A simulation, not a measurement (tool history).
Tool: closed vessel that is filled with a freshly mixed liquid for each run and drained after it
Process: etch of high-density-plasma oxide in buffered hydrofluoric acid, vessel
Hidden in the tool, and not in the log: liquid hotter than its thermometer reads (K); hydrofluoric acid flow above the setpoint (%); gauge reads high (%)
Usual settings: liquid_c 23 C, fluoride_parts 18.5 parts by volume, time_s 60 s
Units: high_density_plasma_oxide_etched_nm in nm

run,hour,liquid_c,fluoride_parts,time_s,wafers since the last listed run,hours since the thermometer was replaced,hours since the hydrofluoric acid flow meter was replaced,hours since the gauge calibration,"read-back film thickness of the high-density-plasma oxide reference wafer, read on the same gauge (nm)",high_density_plasma_oxide_etched_nm
1,0,23,18.5,60,0,1196.1,512.8,4103.8,120.02,57.15
2,47.1,23,18.5,60,6558,1243.2,559.9,4150.9,119.98,57.81
3,131.4,23,18.5,60,11739,1327.5,644.2,4235.2,120.02,57.86
4,238,23,18.5,60,14844,1434.1,750.8,4341.8,120,57.96
# hour 249.1: thermometer replaced
# hour 283.7: gauge calibrated
5,287.4,23,18.5,60,6739,38.3,800.2,3.7,120,53.75
6,347.5,23,18.5,60,8369,98.4,860.3,63.8,119.99,53.38
7,414.4,23,18.5,35,9316,165.3,927.2,130.7,120,31.6
8,522.2,21.5,18.5,60,15011,273.1,1035,238.5,119.96,50.25
9,578.7,20,18.5,45,7867,329.6,1091.5,295,119.96,34.25
10,679.9,27,18.5,60,14092,430.8,1192.7,396.2,120.01,68.99
11,726.7,23,18.5,40,6517,477.6,1239.5,443,120.01,36.26
12,824.7,23,13.5,30,13646,575.6,1337.5,541,120,37.74
13,867.9,19,15.5,30,6015,618.8,1380.7,584.2,120,26.49
14,913.8,23,18.5,60,6391,664.7,1426.6,630.1,120.01,55.67
15,993.4,26,18.5,60,11084,744.3,1506.2,709.7,120,65.98
# hour 1006.9: hydrofluoric acid flow meter replaced
16,1054.8,25,18.5,60,8410,805.7,47.9,771.1,120.02,62.71
17,1096,23,18.5,60,5737,846.9,89.1,812.3,119.99,56.03
18,1170.8,21.5,12,35,10416,921.7,163.9,887.1,119.99,45.9

Run 19 comes next. What will it give?
19,1269.6,27,11.5,40,13758,1020.5,262.7,985.9,?,?

read-back film thickness of the high-density-plasma oxide reference wafer, read on the same gauge (nm): 120
high_density_plasma_oxide_etched_nm: 74.6 nm
Without the tool's hidden state the same run would have given high_density_plasma_oxide_etched_nm 69.86 nm.
